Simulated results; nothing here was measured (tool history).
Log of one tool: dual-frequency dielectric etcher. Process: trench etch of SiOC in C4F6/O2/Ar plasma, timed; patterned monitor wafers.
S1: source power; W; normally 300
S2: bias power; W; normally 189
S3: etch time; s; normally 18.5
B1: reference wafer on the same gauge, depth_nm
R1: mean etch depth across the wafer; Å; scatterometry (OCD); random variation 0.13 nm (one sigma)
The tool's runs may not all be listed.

| run | hour | S1 | S2 | S3 | B1 | R1 |
|---|---|---|---|---|---|---|
| 1 | 0 | 300 | 189 | 18.5 | 29.18 | 335.7 |
| 2 | 45.2 | 300 | 222 | 20 | 29.21 | 386 |
| 3 | 118.2 | 300 | 222 | 20 | 29.2 | 385.1 |
|  | 183.7 | wet clean of the chamber |
| 4 | 205.7 | 240 | 189 | 18.5 | 29.19 | 305.7 |
| 5 | 258.1 | 300 | 189 | 22 | 29.21 | 405.4 |
| 6 | 337 | 300 | 189 | 22 | 29.19 | 405.6 |
| 7 | 404.6 | 300 | 189 | 22 | 29.19 | 400.4 |
| 8 | 496.1 | 300 | 189 | 18.5 | 29.21 | 339.9 |
|  | 560.2 | upper electrode replaced |
| 9 | 560.7 | 300 | 189 | 21 | 29.19 | 381 |
| 10 | 613.9 | 300 | 189 | 21 | 29.19 | 378.9 |
|  | 653.1 | gauge calibrated |
| 11 | 685.1 | 300 | 189 | 21 | 29.2 | 377.2 |
|  | 754.1 | wet clean of the chamber |
| 12 | 754.6 | 330 | 189 | 18.5 | 29.18 | 361.7 |
| 13 | 807.1 | 330 | 189 | 18.5 | 29.2 | 360 |
|  | 821.4 | source power generator calibrated |
| 14 | 865.2 | 330 | 189 | 18.5 | 29.19 | 359.3 |
| 15 | 957.9 | 350 | 162 | 16 | 29.17 | 300.9 |
| 16 | 1021.8 | 360 | 189 | 18.5 | 29.21 | 367.7 |
|  | 1116 | bias power generator calibrated |
| 17 | 1118.2 | 370 | 144 | 14 | 29.19 | 248.7 |
| 18 | 1212.9 | 260 | 228 | 13.5 | 29.19 | 242.1 |
| 19 | 1269.9 | 300 | 232 | 21.5 | 29.21 | 411.4 |
| 20 | 1318.5 | 280 | 207 | 17 | 29.2 | 302.3 |
|  | 1390.6 | wet clean of the chamber |
| 21 | 1391.1 | 300 | 189 | 18.5 | 29.2 | 342.8 |
| 22 | 1422.2 | 300 | 189 | 18.5 | 29.21 | 339.8 |
| 23 | 1529.3 | 270 | 226 | 22.5 | 29.21 | 424.8 |
| 24 | 1634.9 | 300 | 189 | 18.5 | 29.21 | 338.1 |

For run 25, what comes out?
| 25 | 1742.8 | 350 | 175 | 14.5 | ? | ? |

Run 25 came out at B1 29.2, R1 276.8 Å.
Take away the tool's hidden state, keep the run-to-run variation as it was, and the same run would have given R1 281 Å.

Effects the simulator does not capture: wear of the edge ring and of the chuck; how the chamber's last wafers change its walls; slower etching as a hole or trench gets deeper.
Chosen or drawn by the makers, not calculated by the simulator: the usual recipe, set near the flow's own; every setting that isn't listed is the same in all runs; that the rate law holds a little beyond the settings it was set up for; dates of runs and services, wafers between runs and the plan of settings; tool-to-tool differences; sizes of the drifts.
